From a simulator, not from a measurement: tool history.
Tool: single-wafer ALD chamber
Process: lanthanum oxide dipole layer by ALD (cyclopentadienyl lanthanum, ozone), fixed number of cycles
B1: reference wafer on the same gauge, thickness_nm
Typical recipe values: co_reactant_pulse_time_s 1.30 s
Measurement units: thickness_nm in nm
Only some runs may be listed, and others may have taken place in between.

Run 1, day 0.000: usual settings; B1 0.392. Result: thickness_nm 0.472 nm.
Run 2, day 2.883: usual settings; B1 0.392. Result: thickness_nm 0.470 nm.
Run 3, day 6.458: usual settings; B1 0.392. Result: thickness_nm 0.468 nm.
Run 4, day 9.908: usual settings; B1 0.392. Result: thickness_nm 0.468 nm.
Run 5, day 13.812: usual settings but co_reactant_pulse_time_s 0.95 s; B1 0.392. Result: thickness_nm 0.428 nm.
Run 6, day 16.208: usual settings but co_reactant_pulse_time_s 1.56 s; B1 0.392. Result: thickness_nm 0.478 nm.
At day 17.242: ozone generator serviced.
Run 7, day 18.458: usual settings but co_reactant_pulse_time_s 1.56 s; B1 0.392. Result: thickness_nm 0.486 nm.
Run 8, day 20.008: usual settings but co_reactant_pulse_time_s 1.56 s; B1 0.392. Result: thickness_nm 0.487 nm.
Run 9, day 23.204: usual settings but co_reactant_pulse_time_s 1.11 s; B1 0.392. Result: thickness_nm 0.459 nm.
Run 10, day 24.746: usual settings but co_reactant_pulse_time_s 1.11 s; B1 0.392. Result: thickness_nm 0.456 nm.
Run 11, day 26.783: usual settings; B1 0.392. Result: thickness_nm 0.470 nm.
Run 12, day 29.408: usual settings; B1 0.392. Result: thickness_nm 0.468 nm.
Run 13, day 33.012: usual settings but co_reactant_pulse_time_s 0.92 s; B1 0.392. Result: thickness_nm 0.428 nm.
At day 35.183: thermocouple changed; heater temperature recalibrated.
Run 14, day 36.117: usual settings but co_reactant_pulse_time_s 0.92 s; B1 0.392. Result: thickness_nm 0.424 nm.
Run 15, day 40.596: usual settings but co_reactant_pulse_time_s 0.92 s; B1 0.392. Result: thickness_nm 0.419 nm.
Run 16, day 42.671: usual settings but co_reactant_pulse_time_s 1.44 s; B1 0.392. Result: thickness_nm 0.469 nm.
At day 44.392: gauge calibrated.
Run 17, day 44.975: usual settings but co_reactant_pulse_time_s 1.13 s; B1 0.392. Result: thickness_nm 0.437 nm.
At day 46.696: ozone generator serviced.
Run 18, day 55.675: usual settings but co_reactant_pulse_time_s 1.70 s; B1 0.392. Result: thickness_nm 0.490 nm.
Run 19, day 59.179: usual settings but co_reactant_pulse_time_s 1.70 s; B1 0.392. Result: thickness_nm 0.490 nm.
Run 20, day 60.771: usual settings; B1 0.392. Result: thickness_nm 0.468 nm.
Run 21, day 62.300: usual settings; B1 0.392. Result: thickness_nm 0.467 nm.
Run 22, day 66.162: usual settings but co_reactant_pulse_time_s 1.51 s; B1 0.392. Result: thickness_nm 0.476 nm.
At day 68.262: showerhead replaced.
At day 68.858: ozone generator serviced.
Run 23, day 69.362: usual settings but co_reactant_pulse_time_s 0.94 s; B1 0.392. Result: thickness_nm 0.435 nm.
Run 24, day 71.821: usual settings but co_reactant_pulse_time_s 1.75 s; B1 0.392. Result: thickness_nm 0.492 nm.
Run 25, day 74.183: usual settings but co_reactant_pulse_time_s 1.80 s; B1 0.392. Result: thickness_nm 0.495 nm.
Run 26, day 77.075: usual settings; B1 0.392. Result: thickness_nm 0.470 nm.
Run 27, day 81.388: usual settings but co_reactant_pulse_time_s 0.92 s; B1 0.392. Result: thickness_nm 0.429 nm.
Run 28, day 84.296: usual settings but co_reactant_pulse_time_s 0.89 s; B1 0.392. Result: thickness_nm 0.424 nm.
Run 29, day 87.767: usual settings but co_reactant_pulse_time_s 1.62 s; B1 0.392. Result: thickness_nm 0.482 nm.
Run 30, day 94.238: usual settings; B1 0.392. Result: thickness_nm 0.456 nm.
At day 96.146: ozone generator serviced.
Run 31, day 96.650: usual settings but co_reactant_pulse_time_s 1.72 s; B1 0.392. Result: thickness_nm 0.492 nm.
Run 32, day 100.962: usual settings but co_reactant_pulse_time_s 1.79 s; B1 0.392. Result: thickness_nm 0.495 nm.
At day 104.200: gauge calibrated.
Run 33, day 104.808: usual settings; B1 0.392. Result: thickness_nm 0.473 nm.

Each row is a separate what-if for the run after 33, all from the same tool condition, not one after another. Results?
Run A, day 104.825: usual settings; B1 ?. Result: thickness_nm ?.
Run B, day 104.825: usual settings but co_reactant_pulse_time_s 0.83 s; B1 ?. Result: thickness_nm ?.
Run C, day 104.825: usual settings but co_reactant_pulse_time_s 1.78 s; B1 ?. Result: thickness_nm ?.
Run D, day 104.825: usual settings but co_reactant_pulse_time_s 0.90 s; B1 ?. Result: thickness_nm ?.

run     B1  thickness_nm
  A  0.392         0.471
  B  0.392         0.421
  C  0.392         0.494
  D  0.392         0.431
Take away the tool's hidden state, keep each run's random variation, and the runs would have read:
run  thickness_nm
  A         0.473
  B         0.424
  C         0.495
  D         0.434

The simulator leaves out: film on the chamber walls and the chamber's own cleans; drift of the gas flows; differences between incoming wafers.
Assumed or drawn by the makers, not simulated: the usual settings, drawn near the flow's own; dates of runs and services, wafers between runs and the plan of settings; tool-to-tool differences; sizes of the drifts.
